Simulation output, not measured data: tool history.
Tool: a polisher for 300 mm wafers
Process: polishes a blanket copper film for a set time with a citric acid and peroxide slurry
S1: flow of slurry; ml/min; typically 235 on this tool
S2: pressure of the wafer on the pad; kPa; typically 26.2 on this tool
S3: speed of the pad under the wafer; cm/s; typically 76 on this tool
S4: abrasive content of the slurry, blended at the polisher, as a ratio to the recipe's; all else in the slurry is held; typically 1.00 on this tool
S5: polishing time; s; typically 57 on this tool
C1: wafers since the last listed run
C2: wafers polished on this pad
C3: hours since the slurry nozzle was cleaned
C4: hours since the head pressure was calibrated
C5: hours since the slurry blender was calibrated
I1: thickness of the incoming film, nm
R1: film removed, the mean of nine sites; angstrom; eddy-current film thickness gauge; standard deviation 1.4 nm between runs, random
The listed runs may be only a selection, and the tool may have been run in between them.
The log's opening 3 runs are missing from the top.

Run 4, hour 55.2: usual settings but S1 255 ml/min, S4 0.85; C1 171; C2 1543; C3 143.1; C4 997.6; C5 182.6; I1 579.3. Result: R1 1313 angstrom.
At hour 63.2: worn pad replaced by a new one.
Run 5, hour 91.0: usual settings but S5 42 s; C1 296; C2 259; C3 178.9; C4 1033.4; C5 218.4; I1 572.4. Result: R1 1067 angstrom.
Run 6, hour 122.8: usual settings but S5 42 s; C1 296; C2 555; C3 210.7; C4 1065.2; C5 250.2; I1 571.2. Result: R1 1068 angstrom.
Run 7, hour 136.1: usual settings but S4 0.75; C1 123; C2 679; C3 224.0; C4 1078.5; C5 263.5; I1 570.3. Result: R1 1312 angstrom.
Run 8, hour 154.0: usual settings; C1 166; C2 846; C3 241.9; C4 1096.4; C5 281.4; I1 570.0. Result: R1 1440 angstrom.
Run 9, hour 174.7: usual settings; C1 192; C2 1039; C3 262.6; C4 1117.1; C5 302.1; I1 562.4. Result: R1 1455 angstrom.
Run 10, hour 199.8: usual settings; C1 233; C2 1273; C3 287.7; C4 1142.2; C5 327.2; I1 560.2. Result: R1 1409 angstrom.
At hour 219.6: slurry blender recalibrated.
Run 11, hour 233.4: usual settings but S2 33.1 kPa; C1 294; C2 1567; C3 321.3; C4 1175.8; C5 13.8; I1 570.3. Result: R1 1726 angstrom.
At hour 243.5: worn pad replaced by a new one.
Run 12, hour 264.4: usual settings but S2 33.1 kPa; C1 251; C2 194; C3 352.3; C4 1206.8; C5 44.8; I1 569.5. Result: R1 1828 angstrom.
Run 13, hour 283.9: usual settings; C1 181; C2 376; C3 371.8; C4 1226.3; C5 64.3; I1 570.7. Result: R1 1481 angstrom.
Run 14, hour 308.7: usual settings; C1 231; C2 607; C3 396.6; C4 1251.1; C5 89.1; I1 569.6. Result: R1 1464 angstrom.
At hour 336.6: head pressure recalibrated.
Run 15, hour 396.2: usual settings but S2 29.0 kPa, S3 58 cm/s, S4 0.90; C1 796; C2 1404; C3 484.1; C4 59.6; C5 176.6; I1 571.6. Result: R1 1130 angstrom.

Run 16 comes next. What will it give?
Run 16, hour 416.0: usual settings but S1 175 ml/min, S2 19.3 kPa; C1 184; C2 1589; C3 503.9; C4 79.4; C5 196.4; I1 570.8. Result: R1 ?.

R1: 1031 angstrom
Without the tool's hidden state the same run would have given R1 1111 angstrom.

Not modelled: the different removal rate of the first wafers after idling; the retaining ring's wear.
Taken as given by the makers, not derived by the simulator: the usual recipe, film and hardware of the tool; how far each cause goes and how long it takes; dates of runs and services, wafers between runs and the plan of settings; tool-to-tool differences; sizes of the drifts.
